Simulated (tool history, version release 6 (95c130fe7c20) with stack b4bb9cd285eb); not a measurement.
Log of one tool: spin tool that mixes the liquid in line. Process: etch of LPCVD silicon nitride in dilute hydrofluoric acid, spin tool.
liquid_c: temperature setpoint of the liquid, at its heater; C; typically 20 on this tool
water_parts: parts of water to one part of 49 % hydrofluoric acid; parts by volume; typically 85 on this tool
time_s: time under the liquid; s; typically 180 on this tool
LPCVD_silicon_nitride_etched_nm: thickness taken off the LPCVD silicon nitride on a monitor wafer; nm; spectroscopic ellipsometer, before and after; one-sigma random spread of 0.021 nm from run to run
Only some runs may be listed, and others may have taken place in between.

run     day  liquid_c  water_parts  time_s  wafers since the last listed run  hours since the thermometer was replaced  hours since the hydrofluoric acid flow meter was replaced  hours since the gauge calibration  read-back film thickness of the LPCVD silicon nitride reference wafer, read on the same gauge (nm)  LPCVD_silicon_nitride_etched_nm
  1   0.000        20           85     180                                 0                                    2187.7                                                      944.5                              264.4                                                                                              29.972                            0.909
  2   1.692        20           85     180                               187                                    2228.3                                                      985.1                              305.0                                                                                              29.988                            0.948
  3   3.183        20          110     220                               165                                    2264.1                                                     1020.9                              340.8                                                                                              30.003                            0.880
  4   4.242        20          110     220                               117                                    2289.5                                                     1046.3                              366.2                                                                                              29.985                            0.866
  5   6.358        20          110     220                               234                                    2340.3                                                     1097.1                              417.0                                                                                              30.028                            0.836
  6   9.146        17           95     180                               309                                    2407.2                                                     1164.0                              483.9                                                                                              30.004                            0.664
  7  10.333        17           95     180                               131                                    2435.7                                                     1192.5                              512.4                                                                                              30.033                            0.637
  8  15.917        17           95     180                               619                                    2569.7                                                     1326.5                              646.4                                                                                              29.996                            0.666
     18.042  -- thermometer replaced
  9  18.062        20           85     125                               233                                       0.5                                                     1378.0                              697.9                                                                                              30.009                            0.634

For run 10, what comes out?
     19.229  -- gauge calibrated
 10  20.867        20           45     180                               310                                      67.8                                                     1445.3                               39.3                                                                                                   ?                                ?

{"run 10": {"read-back film thickness of the LPCVD silicon nitride reference wafer, read on the same gauge (nm)": 30.039, "LPCVD_silicon_nitride_etched_nm": 1.628}}
Were there no unlogged condition in the tool, this run, its random variation unchanged, would have produced LPCVD_silicon_nitride_etched_nm 1.628 nm.
